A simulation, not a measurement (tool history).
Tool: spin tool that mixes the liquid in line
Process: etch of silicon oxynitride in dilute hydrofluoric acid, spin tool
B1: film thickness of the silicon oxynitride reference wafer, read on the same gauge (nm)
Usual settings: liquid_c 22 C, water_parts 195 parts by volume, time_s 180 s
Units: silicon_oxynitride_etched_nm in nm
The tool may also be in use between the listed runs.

{"run": 1, "hour": 0.0, "liquid_c": 22, "water_parts": 225, "time_s": 180, "B1": 29.971, "silicon_oxynitride_etched_nm": 1.482}
{"run": 2, "hour": 16.2, "liquid_c": 22, "water_parts": 195, "time_s": 180, "B1": 30.008, "silicon_oxynitride_etched_nm": 1.748}
{"run": 3, "hour": 30.2, "liquid_c": 22, "water_parts": 195, "time_s": 180, "B1": 29.991, "silicon_oxynitride_etched_nm": 1.745}
{"run": 4, "hour": 42.7, "liquid_c": 22, "water_parts": 195, "time_s": 180, "B1": 29.986, "silicon_oxynitride_etched_nm": 1.728}
{"run": 5, "hour": 50.6, "liquid_c": 22, "water_parts": 195, "time_s": 180, "B1": 30.01, "silicon_oxynitride_etched_nm": 1.74}
{"run": 6, "hour": 60.1, "liquid_c": 22, "water_parts": 245, "time_s": 180, "B1": 30.006, "silicon_oxynitride_etched_nm": 1.354}
{"run": 7, "hour": 76.3, "liquid_c": 22, "water_parts": 245, "time_s": 180, "B1": 29.972, "silicon_oxynitride_etched_nm": 1.316}
{"run": 8, "hour": 88.1, "liquid_c": 22, "water_parts": 245, "time_s": 180, "B1": 29.988, "silicon_oxynitride_etched_nm": 1.353}
{"run": 9, "hour": 102.4, "liquid_c": 22, "water_parts": 195, "time_s": 180, "B1": 30.016, "silicon_oxynitride_etched_nm": 1.755}
{"run": 10, "hour": 108.7, "liquid_c": 26, "water_parts": 195, "time_s": 135, "B1": 30.01, "silicon_oxynitride_etched_nm": 1.555}
{"run": 11, "hour": 120.5, "liquid_c": 26, "water_parts": 195, "time_s": 135, "B1": 29.966, "silicon_oxynitride_etched_nm": 1.624}
{"run": 12, "hour": 130.2, "liquid_c": 22, "water_parts": 195, "time_s": 210, "B1": 30.006, "silicon_oxynitride_etched_nm": 2.041}
{"run": 13, "hour": 140.8, "liquid_c": 22, "water_parts": 195, "time_s": 180, "B1": 30.029, "silicon_oxynitride_etched_nm": 1.778}
{"run": 14, "hour": 151.2, "liquid_c": 20.5, "water_parts": 165, "time_s": 140, "B1": 29.983, "silicon_oxynitride_etched_nm": 1.531}
{"hour": 158.5, "done": "hydrofluoric acid flow meter replaced"}
{"run": 15, "hour": 162.0, "liquid_c": 17, "water_parts": 155, "time_s": 180, "B1": 29.983, "silicon_oxynitride_etched_nm": 1.572}
{"run": 16, "hour": 176.4, "liquid_c": 22, "water_parts": 125, "time_s": 270, "B1": 29.988, "silicon_oxynitride_etched_nm": 3.886}
{"run": 17, "hour": 190.3, "liquid_c": 22, "water_parts": 195, "time_s": 180, "B1": 30.013, "silicon_oxynitride_etched_nm": 1.552}
{"run": 18, "hour": 202.5, "liquid_c": 17.5, "water_parts": 145, "time_s": 110, "B1": 29.983, "silicon_oxynitride_etched_nm": 1.082}
{"run": 19, "hour": 209.2, "liquid_c": 26.5, "water_parts": 195, "time_s": 100, "B1": 30.012, "silicon_oxynitride_etched_nm": 1.053}
{"run": 20, "hour": 220.5, "liquid_c": 24.5, "water_parts": 195, "time_s": 85, "B1": 30.007, "silicon_oxynitride_etched_nm": 0.838}
{"run": 21, "hour": 232.4, "liquid_c": 22, "water_parts": 195, "time_s": 110, "B1": 30.04, "silicon_oxynitride_etched_nm": 0.957}
{"run": 22, "hour": 247.9, "liquid_c": 22, "water_parts": 195, "time_s": 180, "B1": 29.995, "silicon_oxynitride_etched_nm": 1.516}
{"run": 23, "hour": 258.3, "liquid_c": 22, "water_parts": 195, "time_s": 180, "B1": 30.001, "silicon_oxynitride_etched_nm": 1.568}
{"run": 24, "hour": 268.8, "liquid_c": 22, "water_parts": 195, "time_s": 145, "B1": 29.988, "silicon_oxynitride_etched_nm": 1.273}
{"hour": 281.0, "done": "thermometer replaced"}
{"run": 25, "hour": 285.9, "liquid_c": 24.5, "water_parts": 105, "time_s": 85, "B1": 30.009, "silicon_oxynitride_etched_nm": 1.627}
{"hour": 286.4, "done": "gauge calibrated"}
{"run": 26, "hour": 332.8, "liquid_c": 19, "water_parts": 195, "time_s": 180, "B1": 29.99, "silicon_oxynitride_etched_nm": 1.409}
{"run": 27, "hour": 343.0, "liquid_c": 22, "water_parts": 195, "time_s": 90, "B1": 30.019, "silicon_oxynitride_etched_nm": 0.769}
{"run": 28, "hour": 358.6, "liquid_c": 24.5, "water_parts": 165, "time_s": 120, "B1": 29.995, "silicon_oxynitride_etched_nm": 1.444}
{"run": 29, "hour": 371.7, "liquid_c": 22, "water_parts": 195, "time_s": 215, "B1": 29.982, "silicon_oxynitride_etched_nm": 1.931}
{"run": 30, "hour": 387.7, "liquid_c": 20, "water_parts": 145, "time_s": 230, "B1": 29.99, "silicon_oxynitride_etched_nm": 2.529}
{"run": 31, "hour": 394.7, "liquid_c": 22, "water_parts": 195, "time_s": 180, "B1": 30.001, "silicon_oxynitride_etched_nm": 1.592}
{"run": 32, "hour": 401.7, "liquid_c": 22, "water_parts": 195, "time_s": 180, "B1": 29.994, "silicon_oxynitride_etched_nm": 1.614}
{"run": 33, "hour": 412.6, "liquid_c": 22, "water_parts": 195, "time_s": 180, "B1": 30.006, "silicon_oxynitride_etched_nm": 1.621}
{"run": 34, "hour": 419.4, "liquid_c": 20, "water_parts": 265, "time_s": 285, "B1": 30.012, "silicon_oxynitride_etched_nm": 1.621}

Some steps in silicon_oxynitride_etched_nm between neighbouring runs. How much of each would the tool show without its hidden state too (settings, what came in, random variation), and how much is left for the hidden state, with any gauge scatter that isn't in both results?
The hidden state here: liquid colder than its thermometer reads (K); hydrofluoric acid flow above the setpoint (%); gauge reads high (%).
Run 8 -> 9: water_parts 245 -> 195. silicon_oxynitride_etched_nm +0.402 nm: hidden state +0.049, all else +0.353.
Run 11 -> 12: liquid_c 26 -> 22, time_s 135 -> 210. silicon_oxynitride_etched_nm +0.417 nm: hidden state +0.052, all else +0.365.
Run 14 -> 15: liquid_c 20.5 -> 17, water_parts 165 -> 155, time_s 140 -> 180, hydrofluoric acid flow meter replaced. silicon_oxynitride_etched_nm +0.041 nm: hidden state -0.173, all else +0.214.
Run 15 -> 16: liquid_c 17 -> 22, water_parts 155 -> 125, time_s 180 -> 270. silicon_oxynitride_etched_nm +2.314 nm: hidden state +0.04, all else +2.274.
Run 16 -> 17: water_parts 125 -> 195, time_s 270 -> 180. silicon_oxynitride_etched_nm -2.334 nm: hidden state -0.034, all else -2.3.
Run 30 -> 31: liquid_c 20 -> 22, water_parts 145 -> 195, time_s 230 -> 180. silicon_oxynitride_etched_nm -0.937 nm: hidden state -0.032, all else -0.905.
